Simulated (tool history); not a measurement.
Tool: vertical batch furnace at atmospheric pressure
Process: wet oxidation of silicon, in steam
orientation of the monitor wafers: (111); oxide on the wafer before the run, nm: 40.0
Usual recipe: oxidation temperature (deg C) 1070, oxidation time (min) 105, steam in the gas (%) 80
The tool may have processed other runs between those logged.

| run | hour | oxidation temperature (deg C) | oxidation time (min) | steam in the gas (%) | read-back reference wafer on the same gauge, thickness | oxide thickness on the monitor wafer (angstrom) |
|---|---|---|---|---|---|---|
| 1 | 0 | 1070 | 105 | 80 | 819.83 | 8123.7 |
| 2 | 17.9 | 1070 | 141.5 | 80 | 820.29 | 9500.4 |
| 3 | 52.4 | 1070 | 141.5 | 80 | 820.1 | 9514.4 |
| 4 | 79.8 | 1070 | 105 | 80 | 820.26 | 8123.8 |
|  | 99.2 | gauge calibrated |
| 5 | 99.8 | 1070 | 105 | 80 | 820.11 | 8111.5 |
| 6 | 112.7 | 1070 | 105 | 80 | 820.14 | 8109.8 |
| 7 | 143 | 1087 | 105 | 80 | 820.28 | 8565.1 |
| 8 | 173.1 | 1087 | 105 | 80 | 819.89 | 8570 |
| 9 | 195.5 | 1070 | 105 | 78 | 819.99 | 7964.5 |
| 10 | 210.9 | 1070 | 105 | 78 | 820.17 | 8000 |
| 11 | 240 | 1070 | 105 | 78 | 819.94 | 7987.1 |
| 12 | 272.6 | 1070 | 105 | 80 | 820.06 | 8061.3 |
| 13 | 308.2 | 1070 | 105 | 80 | 819.77 | 8074.4 |
| 14 | 321.2 | 1070 | 83.5 | 80 | 820.08 | 7138.6 |
|  | 359 | thermocouples replaced and temperature profile calibrated |
|  | 372.5 | steam generator serviced |
| 15 | 373 | 1070 | 83.5 | 80 | 819.69 | 7377.2 |
| 16 | 378.9 | 1070 | 83.5 | 80 | 820.17 | 7388.2 |
| 17 | 389.7 | 1070 | 72.5 | 88 | 819.91 | 7201.2 |
| 18 | 404 | 1070 | 105 | 80 | 820.17 | 8347.3 |
| 19 | 420.4 | 1083 | 123.5 | 88 | 819.99 | 10011.6 |
| 20 | 450.1 | 1070 | 128 | 80 | 819.84 | 9300.4 |
| 21 | 464.7 | 1070 | 105 | 76 | 819.75 | 8131.6 |
| 22 | 485.8 | 1085 | 72 | 80 | 819.95 | 7164 |
|  | 501.8 | gauge calibrated |
| 23 | 517.6 | 1070 | 64 | 75 | 819.52 | 6154 |
| 24 | 548.2 | 1085 | 72 | 80 | 820.48 | 7168.3 |
| 25 | 560.6 | 1070 | 123 | 71 | 820.27 | 8468.6 |
| 26 | 572.8 | 1046 | 127.5 | 88 | 820.02 | 8901.5 |
| 27 | 587 | 1070 | 105 | 80 | 820.01 | 8295.2 |
| 28 | 603.1 | 1085 | 59 | 92 | 820.24 | 6925.3 |
| 29 | 626.4 | 1058 | 138.5 | 69 | 819.86 | 8543.6 |
| 30 | 645.3 | 1070 | 56.5 | 83 | 819.73 | 6078.3 |
| 31 | 665.8 | 1070 | 105 | 80 | 820.01 | 8279.5 |
| 32 | 689.9 | 1077 | 138.5 | 90 | 819.98 | 10479 |
| 33 | 704.5 | 1070 | 105 | 84 | 819.95 | 8494.8 |
| 34 | 718.4 | 1070 | 105 | 80 | 819.91 | 8286.3 |
| 35 | 735.8 | 1076 | 140 | 80 | 820.07 | 9832.3 |
| 36 | 760.5 | 1080 | 91.5 | 85 | 820.17 | 8230.4 |
| 37 | 777.2 | 1089 | 87 | 68 | 820.08 | 7334.3 |

What if the next run were any one of these 5? Each begins from the tool's condition after run 37:
| A | 783.2 | 1070 | 105 | 80 | ? | ? |
| B | 783.2 | 1070 | 144 | 80 | ? | ? |
| C | 783.2 | 1049 | 105 | 80 | ? | ? |
| D | 783.2 | 1060 | 132.5 | 87 | ? | ? |
| E | 783.2 | 1070 | 53.5 | 76 | ? | ? |

| run | read-back reference wafer on the same gauge, thickness | oxide thickness on the monitor wafer (angstrom) |
|---|---|---|
| A | 819.71 | 8294.3 |
| B | 819.71 | 9817.4 |
| C | 819.71 | 7680.7 |
| D | 819.71 | 9488.8 |
| E | 819.71 | 5598.6 |
What these runs would have given with no unlogged condition in the tool:
| run | oxide thickness on the monitor wafer (angstrom) |
|---|---|
| A | 8381.3 |
| B | 9919.5 |
| C | 7762.9 |
| D | 9588.3 |
| E | 5658.6 |
